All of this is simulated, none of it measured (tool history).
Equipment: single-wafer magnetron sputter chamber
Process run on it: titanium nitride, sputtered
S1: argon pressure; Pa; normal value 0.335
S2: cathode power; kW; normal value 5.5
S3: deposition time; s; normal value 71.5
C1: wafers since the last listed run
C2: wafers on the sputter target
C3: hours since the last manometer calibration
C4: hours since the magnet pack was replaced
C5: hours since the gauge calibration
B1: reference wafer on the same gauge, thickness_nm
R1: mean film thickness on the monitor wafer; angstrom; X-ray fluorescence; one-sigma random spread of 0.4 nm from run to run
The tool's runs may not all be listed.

run,hour,S1,S2,S3,C1,C2,C3,C4,C5,B1,R1
1,0,0.335,5.5,71.5,0,2509,826.9,7901.2,864.3,63.193,687.39
2,100.6,0.335,5.5,71.5,1645,4154,927.5,8001.8,964.9,63.038,686.37
# hour 201.7: sputter target and shields replaced
3,202.2,0.335,5.5,71.5,1531,7,1029.1,8103.4,1066.5,63.01,682.12
4,266.5,0.335,5.5,71.5,1051,1059,1093.4,8167.7,1130.8,63.117,690.82
5,436,0.335,5.5,71.5,2772,3832,1262.9,8337.2,1300.3,63.193,680.48
# hour 476.8: sputter target and shields replaced
6,477.2,0.335,5.5,71.5,543,6,1304.1,8378.4,1341.5,63.051,677.99
# hour 496.1: capacitance manometer re-zeroed and calibrated
7,540,0.335,5.5,71.5,896,903,43.9,8441.2,1404.3,63.304,675.59
# hour 554.5: gauge calibrated
8,617.8,0.335,6.25,80,1272,2175,121.7,8519,63.3,63.025,862.14
9,687.6,0.256,5.5,71.5,1141,3317,191.5,8588.8,133.1,63.167,706.97
# hour 752.2: sputter target and shields replaced
# hour 764.2: capacitance manometer re-zeroed and calibrated, repeated, since the last time left the tool worse
10,794.9,0.256,5.5,71.5,1493,566,30.7,8696.1,240.4,62.948,711.02
11,838.6,0.335,5.5,71.5,714,1281,74.4,8739.8,284.1,63.037,693.9
12,899,0.434,5.5,71.5,988,2269,134.8,8800.2,344.5,63.025,666.26
13,963.5,0.238,4.45,65.5,1055,3324,199.3,8864.7,409,63.145,539.39
14,1006.5,0.335,5.5,71.5,703,4028,242.3,8907.7,452,63.193,697.45
# hour 1069: sputter target and shields replaced
# hour 1075.5: magnet pack replaced
15,1096.8,0.389,6.7,75.6,1240,348,332.6,21.3,542.3,63.219,871.63
16,1144.6,0.235,6.05,58.7,781,1130,380.4,69.1,590.1,62.877,647.79
17,1213.2,0.335,4.7,71.5,1122,2252,449,137.7,658.7,63.17,591.53

What will run 18 give?
18,1296.2,0.335,5.15,71.5,1357,3610,532,220.7,741.7,?,?

B1: 63.145
R1: 646.95 angstrom
Were there no unlogged condition in the tool, this run, its random variation unchanged, would have produced R1 648.5 angstrom.

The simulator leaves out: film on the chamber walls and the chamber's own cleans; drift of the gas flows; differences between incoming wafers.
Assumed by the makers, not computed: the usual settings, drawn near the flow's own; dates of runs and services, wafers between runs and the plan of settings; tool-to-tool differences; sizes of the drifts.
